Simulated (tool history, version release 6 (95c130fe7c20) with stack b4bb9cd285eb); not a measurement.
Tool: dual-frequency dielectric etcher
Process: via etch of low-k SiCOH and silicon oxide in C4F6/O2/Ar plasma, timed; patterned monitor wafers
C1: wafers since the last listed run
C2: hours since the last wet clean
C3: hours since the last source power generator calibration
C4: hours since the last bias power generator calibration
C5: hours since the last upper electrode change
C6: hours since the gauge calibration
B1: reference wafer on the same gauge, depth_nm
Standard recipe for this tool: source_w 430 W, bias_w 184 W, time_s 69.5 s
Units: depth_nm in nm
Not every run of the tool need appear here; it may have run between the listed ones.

run 1 hour=0.0 | source_w=430 bias_w=184 time_s=55.5 | C1=0 C2=193.6 C3=3368.5 C4=3234.7 C5=5969.4 C6=100.2 | B1=145.9 | depth_nm=137.3
run 2 hour=31.8 | source_w=430 bias_w=184 time_s=84.0 | C1=433 C2=225.4 C3=3400.3 C4=3266.5 C5=6001.2 C6=132.0 | B1=146.1 | depth_nm=206.3
run 3 hour=40.4 | source_w=430 bias_w=184 time_s=84.0 | C1=117 C2=234.0 C3=3408.9 C4=3275.1 C5=6009.8 C6=140.6 | B1=145.9 | depth_nm=206.4
run 4 hour=54.8 | source_w=430 bias_w=184 time_s=69.5 | C1=196 C2=248.4 C3=3423.3 C4=3289.5 C5=6024.2 C6=155.0 | B1=146.0 | depth_nm=170.0
run 5 hour=64.7 | source_w=430 bias_w=184 time_s=69.5 | C1=134 C2=258.3 C3=3433.2 C4=3299.4 C5=6034.1 C6=164.9 | B1=146.0 | depth_nm=170.4
-- hour=96.8 upper electrode replaced
run 6 hour=97.3 | source_w=430 bias_w=184 time_s=69.5 | C1=117 C2=290.9 C3=3465.8 C4=3332.0 C5=0.5 C6=197.5 | B1=146.1 | depth_nm=170.6
run 7 hour=97.7 | source_w=430 bias_w=184 time_s=69.5 | C1=5 C2=291.3 C3=3466.2 C4=3332.4 C5=0.9 C6=197.9 | B1=146.1 | depth_nm=170.2
run 8 hour=98.0 | source_w=430 bias_w=184 time_s=69.5 | C1=4 C2=291.6 C3=3466.5 C4=3332.7 C5=1.2 C6=198.2 | B1=145.9 | depth_nm=170.1
run 9 hour=104.6 | source_w=430 bias_w=184 time_s=69.5 | C1=89 C2=298.2 C3=3473.1 C4=3339.3 C5=7.8 C6=204.8 | B1=146.0 | depth_nm=169.9
run 10 hour=114.2 | source_w=430 bias_w=184 time_s=69.5 | C1=130 C2=307.8 C3=3482.7 C4=3348.9 C5=17.4 C6=214.4 | B1=146.2 | depth_nm=170.7
-- hour=129.2 bias power generator calibrated
run 11 hour=130.6 | source_w=380 bias_w=184 time_s=84.0 | C1=168 C2=324.2 C3=3499.1 C4=1.4 C5=33.8 C6=230.8 | B1=146.0 | depth_nm=195.8
run 12 hour=138.2 | source_w=430 bias_w=184 time_s=81.5 | C1=103 C2=331.8 C3=3506.7 C4=9.0 C5=41.4 C6=238.4 | B1=145.8 | depth_nm=198.7
run 13 hour=155.9 | source_w=470 bias_w=184 time_s=69.5 | C1=241 C2=349.5 C3=3524.4 C4=26.7 C5=59.1 C6=256.1 | B1=146.0 | depth_nm=176.0
-- hour=195.5 gauge calibrated
run 14 hour=197.8 | source_w=380 bias_w=156 time_s=50.0 | C1=570 C2=391.4 C3=3566.3 C4=68.6 C5=101.0 C6=2.3 | B1=146.0 | depth_nm=110.1
run 15 hour=211.6 | source_w=380 bias_w=156 time_s=50.0 | C1=188 C2=405.2 C3=3580.1 C4=82.4 C5=114.8 C6=16.1 | B1=145.9 | depth_nm=110.3
-- hour=223.0 source power generator calibrated
-- hour=242.7 wet clean of the chamber
run 16 hour=243.2 | source_w=430 bias_w=168 time_s=69.5 | C1=107 C2=0.5 C3=20.2 C4=114.0 C5=146.4 C6=47.7 | B1=146.1 | depth_nm=167.8
run 17 hour=243.6 | source_w=350 bias_w=161 time_s=69.5 | C1=5 C2=0.9 C3=20.6 C4=114.4 C5=146.8 C6=48.1 | B1=146.1 | depth_nm=152.6
run 18 hour=244.0 | source_w=430 bias_w=142 time_s=61.5 | C1=5 C2=1.3 C3=21.0 C4=114.8 C5=147.2 C6=48.5 | B1=145.9 | depth_nm=140.8
run 19 hour=251.5 | source_w=430 bias_w=184 time_s=69.5 | C1=102 C2=8.8 C3=28.5 C4=122.3 C5=154.7 C6=56.0 | B1=145.9 | depth_nm=173.6
run 20 hour=265.6 | source_w=430 bias_w=184 time_s=69.5 | C1=192 C2=22.9 C3=42.6 C4=136.4 C5=168.8 C6=70.1 | B1=146.0 | depth_nm=172.6
run 21 hour=278.2 | source_w=430 bias_w=184 time_s=69.5 | C1=171 C2=35.5 C3=55.2 C4=149.0 C5=181.4 C6=82.7 | B1=146.0 | depth_nm=173.2
run 22 hour=288.8 | source_w=430 bias_w=151 time_s=69.5 | C1=144 C2=46.1 C3=65.8 C4=159.6 C5=192.0 C6=93.3 | B1=146.0 | depth_nm=162.5
run 23 hour=300.3 | source_w=430 bias_w=163 time_s=58.5 | C1=156 C2=57.6 C3=77.3 C4=171.1 C5=203.5 C6=104.8 | B1=146.0 | depth_nm=139.1
run 24 hour=315.7 | source_w=430 bias_w=184 time_s=54.5 | C1=209 C2=73.0 C3=92.7 C4=186.5 C5=218.9 C6=120.2 | B1=146.1 | depth_nm=136.3

Branching from run 24: 5 alternative next runs. What would each branch give?
run A hour=316.1 | source_w=430 bias_w=184 time_s=69.5 | C1=5 C2=73.4 C3=93.1 C4=186.9 C5=219.3 C6=120.6 | B1=? | depth_nm=?
run B hour=316.1 | source_w=350 bias_w=222 time_s=52.5 | C1=5 C2=73.4 C3=93.1 C4=186.9 C5=219.3 C6=120.6 | B1=? | depth_nm=?
run C hour=316.1 | source_w=400 bias_w=162 time_s=69.5 | C1=5 C2=73.4 C3=93.1 C4=186.9 C5=219.3 C6=120.6 | B1=? | depth_nm=?
run D hour=316.1 | source_w=430 bias_w=214 time_s=77.5 | C1=5 C2=73.4 C3=93.1 C4=186.9 C5=219.3 C6=120.6 | B1=? | depth_nm=?
run E hour=316.1 | source_w=360 bias_w=219 time_s=48.5 | C1=5 C2=73.4 C3=93.1 C4=186.9 C5=219.3 C6=120.6 | B1=? | depth_nm=?

run=A B1=146.0 depth_nm=172.0
run=B B1=146.0 depth_nm=128.5
run=C B1=146.0 depth_nm=160.3
run=D B1=146.0 depth_nm=202.1
run=E B1=146.0 depth_nm=119.4
Take away the tool's hidden state, keep each run's random variation, and the runs would have read:
run=A depth_nm=172.5
run=B depth_nm=128.8
run=C depth_nm=160.7
run=D depth_nm=202.6
run=E depth_nm=119.7
